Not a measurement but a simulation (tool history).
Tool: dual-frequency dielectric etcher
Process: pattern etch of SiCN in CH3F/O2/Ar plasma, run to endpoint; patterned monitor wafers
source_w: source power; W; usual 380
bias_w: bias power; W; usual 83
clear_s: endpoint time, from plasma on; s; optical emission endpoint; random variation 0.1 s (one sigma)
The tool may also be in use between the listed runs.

| run | hour | source_w | bias_w | incoming incoming film thickness, nm | clear_s |
|---|---|---|---|---|---|
| 1 | 0 | 320 | 83 | 11.97 | 33.6 |
| 2 | 34.6 | 320 | 83 | 11.97 | 33.8 |
| 3 | 50.6 | 380 | 87 | 12.03 | 32.2 |
| 4 | 66 | 380 | 87 | 11.97 | 32 |
|  | 104.1 | wet clean of the chamber |
| 5 | 104.6 | 310 | 83 | 12 | 33.4 |
| 6 | 118.6 | 310 | 83 | 12.13 | 33.6 |
| 7 | 134.1 | 310 | 83 | 11.98 | 33.2 |
| 8 | 234.6 | 380 | 89 | 11.97 | 31.4 |
| 9 | 267.2 | 380 | 89 | 11.98 | 31.4 |
| 10 | 282.2 | 380 | 94 | 12.04 | 31 |
| 11 | 313.8 | 380 | 94 | 11.99 | 30.9 |
| 12 | 345.4 | 380 | 94 | 12.13 | 31.4 |
| 13 | 365.9 | 410 | 83 | 11.94 | 31.9 |
|  | 405.3 | bias power generator calibrated |
| 14 | 405.8 | 380 | 72 | 11.88 | 34.2 |
| 15 | 418.6 | 380 | 76 | 12.01 | 33.8 |
|  | 428.6 | source power generator calibrated |
|  | 461.5 | upper electrode replaced |
| 16 | 462 | 300 | 83 | 11.97 | 34.2 |
| 17 | 465.4 | 380 | 83 | 11.83 | 32.4 |
|  | 492 | wet clean of the chamber |
| 18 | 495.3 | 380 | 104 | 11.84 | 28.9 |
| 19 | 526 | 380 | 83 | 11.97 | 32.2 |
| 20 | 607.1 | 310 | 83 | 11.93 | 33.4 |
| 21 | 626.1 | 380 | 93 | 11.89 | 30.8 |
| 22 | 650.2 | 460 | 69 | 11.91 | 33.6 |
| 23 | 669.1 | 380 | 83 | 12.08 | 32.8 |
| 24 | 698.5 | 290 | 83 | 11.94 | 34.1 |
| 25 | 712.1 | 410 | 102 | 12.03 | 29.9 |
| 26 | 737.9 | 470 | 74 | 12.08 | 33 |
| 27 | 765.7 | 420 | 88 | 11.95 | 31.3 |
| 28 | 796.2 | 330 | 89 | 12.05 | 32.9 |
| 29 | 821.1 | 380 | 95 | 11.96 | 31.2 |
|  | 859.5 | wet clean of the chamber |
| 30 | 860 | 290 | 67 | 12.06 | 36.5 |
| 31 | 873.3 | 470 | 99 | 11.93 | 28.6 |
| 32 | 892.1 | 380 | 83 | 11.98 | 32 |
| 33 | 923.1 | 460 | 71 | 12.01 | 32.9 |
| 34 | 948 | 470 | 76 | 12.06 | 32.2 |
| 35 | 960.7 | 380 | 83 | 11.87 | 31.8 |
| 36 | 981.6 | 330 | 62 | 11.97 | 36.9 |

Some steps in clear_s between neighbouring runs. How much of each would the tool show without its hidden state too (settings, what came in, random variation), and how much is left for the hidden state, with any gauge scatter that isn't in both results?
The hidden state here: etch rate over this chamber's usual, %; source power that arrives over what is set, %; bias power that arrives over what is set, %.
Run 4 -> 5: source_w 380 -> 310, bias_w 87 -> 83, wet clean of the chamber. clear_s +1.4 s: hidden state -0.7, all else +2.1.
Run 17 -> 18: bias_w 83 -> 104, wet clean of the chamber. clear_s -3.5 s: hidden state -0.7, all else -2.8.
Run 29 -> 30: source_w 380 -> 290, bias_w 95 -> 67, wet clean of the chamber. clear_s +5.3 s: hidden state -1, all else +6.3.
Run 30 -> 31: source_w 290 -> 470, bias_w 67 -> 99. clear_s -7.9 s: hidden state +0, all else -7.9.
Run 35 -> 36: source_w 380 -> 330, bias_w 83 -> 62. clear_s +5.1 s: hidden state +0.1, all else +5.
